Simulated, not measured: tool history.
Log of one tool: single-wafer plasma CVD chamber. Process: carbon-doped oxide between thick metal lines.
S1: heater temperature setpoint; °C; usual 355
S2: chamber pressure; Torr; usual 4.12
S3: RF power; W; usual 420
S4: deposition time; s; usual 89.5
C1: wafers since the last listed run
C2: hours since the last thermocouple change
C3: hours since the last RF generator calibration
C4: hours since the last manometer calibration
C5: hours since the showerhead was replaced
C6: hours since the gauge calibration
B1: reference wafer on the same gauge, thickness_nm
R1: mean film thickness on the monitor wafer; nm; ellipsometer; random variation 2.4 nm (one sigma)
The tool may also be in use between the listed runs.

{"run": 1, "hour": 0.0, "S1": 355, "S2": 4.12, "S3": 420, "S4": 89.5, "C1": 0, "C2": 1287.2, "C3": 189.9, "C4": 1934.7, "C5": 5928.7, "C6": 594.3, "B1": 418.261, "R1": 419.615}
{"run": 2, "hour": 56.6, "S1": 355, "S2": 4.12, "S3": 420, "S4": 89.5, "C1": 956, "C2": 1343.8, "C3": 246.5, "C4": 1991.3, "C5": 5985.3, "C6": 650.9, "B1": 418.18, "R1": 421.903}
{"run": 3, "hour": 82.4, "S1": 362, "S2": 4.12, "S3": 420, "S4": 89.5, "C1": 435, "C2": 1369.6, "C3": 272.3, "C4": 2017.1, "C5": 6011.1, "C6": 676.7, "B1": 417.415, "R1": 416.143}
{"run": 4, "hour": 124.5, "S1": 355, "S2": 4.78, "S3": 420, "S4": 89.5, "C1": 711, "C2": 1411.7, "C3": 314.4, "C4": 2059.2, "C5": 6053.2, "C6": 718.8, "B1": 418.573, "R1": 430.327}
{"run": 5, "hour": 183.8, "S1": 355, "S2": 4.78, "S3": 420, "S4": 89.5, "C1": 1001, "C2": 1471.0, "C3": 373.7, "C4": 2118.5, "C5": 6112.5, "C6": 778.1, "B1": 418.299, "R1": 423.607}
{"run": 6, "hour": 252.5, "S1": 355, "S2": 4.12, "S3": 420, "S4": 89.5, "C1": 1160, "C2": 1539.7, "C3": 442.4, "C4": 2187.2, "C5": 6181.2, "C6": 846.8, "B1": 419.014, "R1": 415.523}
{"run": 7, "hour": 288.7, "S1": 355, "S2": 4.12, "S3": 420, "S4": 89.5, "C1": 611, "C2": 1575.9, "C3": 478.6, "C4": 2223.4, "C5": 6217.4, "C6": 883.0, "B1": 417.453, "R1": 415.0}
{"hour": 299.3, "done": "capacitance manometer re-zeroed and calibrated"}
{"run": 8, "hour": 349.7, "S1": 355, "S2": 4.12, "S3": 420, "S4": 89.5, "C1": 895, "C2": 1636.9, "C3": 539.6, "C4": 50.4, "C5": 6278.4, "C6": 944.0, "B1": 418.053, "R1": 412.674}
{"hour": 356.1, "done": "gauge calibrated"}
{"hour": 373.7, "done": "showerhead replaced"}
{"run": 9, "hour": 396.8, "S1": 355, "S2": 4.12, "S3": 420, "S4": 89.5, "C1": 660, "C2": 1684.0, "C3": 586.7, "C4": 97.5, "C5": 23.1, "C6": 40.7, "B1": 418.712, "R1": 418.573}
{"hour": 426.7, "done": "thermocouple changed; heater temperature recalibrated"}
{"run": 10, "hour": 454.9, "S1": 355, "S2": 4.12, "S3": 420, "S4": 89.5, "C1": 846, "C2": 28.2, "C3": 644.8, "C4": 155.6, "C5": 81.2, "C6": 98.8, "B1": 417.022, "R1": 410.446}
{"run": 11, "hour": 525.4, "S1": 355, "S2": 4.12, "S3": 420, "S4": 89.5, "C1": 1190, "C2": 98.7, "C3": 715.3, "C4": 226.1, "C5": 151.7, "C6": 169.3, "B1": 419.246, "R1": 408.871}
{"run": 12, "hour": 563.5, "S1": 366, "S2": 4.12, "S3": 360, "S4": 89.5, "C1": 643, "C2": 136.8, "C3": 753.4, "C4": 264.2, "C5": 189.8, "C6": 207.4, "B1": 418.646, "R1": 368.166}
{"run": 13, "hour": 610.9, "S1": 355, "S2": 4.12, "S3": 420, "S4": 89.5, "C1": 800, "C2": 184.2, "C3": 800.8, "C4": 311.6, "C5": 237.2, "C6": 254.8, "B1": 417.331, "R1": 411.014}
{"run": 14, "hour": 682.3, "S1": 355, "S2": 3.13, "S3": 420, "S4": 89.5, "C1": 1206, "C2": 255.6, "C3": 872.2, "C4": 383.0, "C5": 308.6, "C6": 326.2, "B1": 417.274, "R1": 394.246}
{"run": 15, "hour": 744.2, "S1": 348, "S2": 4.12, "S3": 420, "S4": 96.3, "C1": 1045, "C2": 317.5, "C3": 934.1, "C4": 444.9, "C5": 370.5, "C6": 388.1, "B1": 417.66, "R1": 447.552}
{"run": 16, "hour": 812.0, "S1": 360, "S2": 4.73, "S3": 345, "S4": 103.8, "C1": 1145, "C2": 385.3, "C3": 1001.9, "C4": 512.7, "C5": 438.3, "C6": 455.9, "B1": 418.211, "R1": 429.707}
{"run": 17, "hour": 844.6, "S1": 355, "S2": 4.12, "S3": 420, "S4": 89.5, "C1": 550, "C2": 417.9, "C3": 1034.5, "C4": 545.3, "C5": 470.9, "C6": 488.5, "B1": 417.255, "R1": 409.655}
{"run": 18, "hour": 880.4, "S1": 359, "S2": 5.1, "S3": 420, "S4": 99.9, "C1": 604, "C2": 453.7, "C3": 1070.3, "C4": 581.1, "C5": 506.7, "C6": 524.3, "B1": 417.653, "R1": 457.871}
{"hour": 900.9, "done": "RF generator calibrated"}
{"run": 19, "hour": 911.4, "S1": 355, "S2": 4.12, "S3": 420, "S4": 89.5, "C1": 388, "C2": 484.7, "C3": 10.5, "C4": 612.1, "C5": 537.7, "C6": 555.3, "B1": 418.362, "R1": 419.613}
{"run": 20, "hour": 945.0, "S1": 355, "S2": 4.12, "S3": 420, "S4": 89.5, "C1": 567, "C2": 518.3, "C3": 44.1, "C4": 645.7, "C5": 571.3, "C6": 588.9, "B1": 418.206, "R1": 421.48}
{"run": 21, "hour": 987.8, "S1": 355, "S2": 3.44, "S3": 420, "S4": 71.8, "C1": 723, "C2": 561.1, "C3": 86.9, "C4": 688.5, "C5": 614.1, "C6": 631.7, "B1": 418.104, "R1": 326.7}
{"run": 22, "hour": 1035.2, "S1": 355, "S2": 4.12, "S3": 420, "S4": 89.5, "C1": 800, "C2": 608.5, "C3": 134.3, "C4": 735.9, "C5": 661.5, "C6": 679.1, "B1": 416.969, "R1": 419.293}
{"run": 23, "hour": 1098.1, "S1": 351, "S2": 3.45, "S3": 490, "S4": 81.9, "C1": 1062, "C2": 671.4, "C3": 197.2, "C4": 798.8, "C5": 724.4, "C6": 742.0, "B1": 418.046, "R1": 410.394}
{"run": 24, "hour": 1139.6, "S1": 355, "S2": 4.12, "S3": 420, "S4": 89.5, "C1": 701, "C2": 712.9, "C3": 238.7, "C4": 840.3, "C5": 765.9, "C6": 783.5, "B1": 418.475, "R1": 416.964}

The next listed run, before its measurement:
{"run": 25, "hour": 1190.2, "S1": 346, "S2": 4.51, "S3": 345, "S4": 104.8, "C1": 854, "C2": 763.5, "C3": 289.3, "C4": 890.9, "C5": 816.5, "C6": 834.1, "B1": "?", "R1": "?"}

{"run 25": {"B1": 418.571, "R1": 458.143}}
Without the tool's hidden state the same run would have given R1 459.646 nm.

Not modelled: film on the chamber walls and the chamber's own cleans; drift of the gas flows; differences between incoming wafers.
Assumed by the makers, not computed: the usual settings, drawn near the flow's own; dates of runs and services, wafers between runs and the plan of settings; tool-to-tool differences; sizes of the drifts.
